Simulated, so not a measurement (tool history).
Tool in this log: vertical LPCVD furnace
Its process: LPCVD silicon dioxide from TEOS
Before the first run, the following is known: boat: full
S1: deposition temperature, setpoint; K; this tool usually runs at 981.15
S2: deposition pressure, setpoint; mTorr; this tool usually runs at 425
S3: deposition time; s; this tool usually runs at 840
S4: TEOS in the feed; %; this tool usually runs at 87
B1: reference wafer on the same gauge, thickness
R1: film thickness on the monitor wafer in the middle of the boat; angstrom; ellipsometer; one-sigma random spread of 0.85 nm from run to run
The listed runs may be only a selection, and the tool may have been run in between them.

run 1 day=0.000 | S1=981.15 S2=425 S3=840 S4=87 | B1=158.17 | R1=1678.1
run 2 day=0.717 | S1=981.15 S2=425 S3=840 S4=87 | B1=158.07 | R1=1682.4
run 3 day=1.708 | S1=981.15 S2=425 S3=840 S4=87 | B1=158.15 | R1=1671.9
run 4 day=2.488 | S1=981.15 S2=425 S3=840 S4=87 | B1=158.01 | R1=1668.1
run 5 day=3.867 | S1=981.15 S2=425 S3=840 S4=87 | B1=157.96 | R1=1674.9
run 6 day=4.700 | S1=981.15 S2=425 S3=840 S4=87 | B1=157.78 | R1=1671.9
run 7 day=5.242 | S1=981.15 S2=425 S3=840 S4=87 | B1=158.07 | R1=1676.1
-- day=6.483 thermocouples replaced and temperature profile calibrated
run 8 day=6.533 | S1=981.15 S2=425 S3=840 S4=87 | B1=158.12 | R1=1687.3
-- day=7.704 gauge calibrated
run 9 day=7.958 | S1=981.15 S2=425 S3=1110 S4=96 | B1=158.07 | R1=2329.8
run 10 day=8.879 | S1=981.15 S2=350 S3=600 S4=87 | B1=158.03 | R1=1079.8
run 11 day=10.158 | S1=981.15 S2=360 S3=1080 S4=87 | B1=158.12 | R1=1991.3
-- day=11.717 TEOS flow controller replaced
run 12 day=11.738 | S1=975.15 S2=345 S3=840 S4=71 | B1=158.12 | R1=1186.5
run 13 day=12.208 | S1=989.15 S2=425 S3=1110 S4=97 | B1=157.86 | R1=2810.2
-- day=13.925 pressure gauge zeroed
run 14 day=15.092 | S1=981.15 S2=380 S3=990 S4=81 | B1=158.00 | R1=1789.7
run 15 day=16.238 | S1=991.15 S2=425 S3=840 S4=97 | B1=158.09 | R1=2219.4
run 16 day=17.108 | S1=981.15 S2=425 S3=840 S4=87 | B1=158.14 | R1=1675.4
run 17 day=18.254 | S1=981.15 S2=380 S3=990 S4=81 | B1=157.96 | R1=1800.8

Branching from run 17: 3 alternative next runs. What would each branch give?
run A day=18.446 | S1=981.15 S2=425 S3=840 S4=87 | B1=? | R1=?
run B day=18.446 | S1=988.15 S2=385 S3=600 S4=71 | B1=? | R1=?
run C day=18.446 | S1=981.15 S2=365 S3=1050 S4=87 | B1=? | R1=?

run=A B1=157.67 R1=1653.1
run=B B1=157.67 R1=1190.2
run=C B1=157.67 R1=1914.9
Stripped of hidden state, with their random variation kept, the same runs would have yielded:
run=A R1=1653.1
run=B R1=1190.2
run=C R1=1914.9
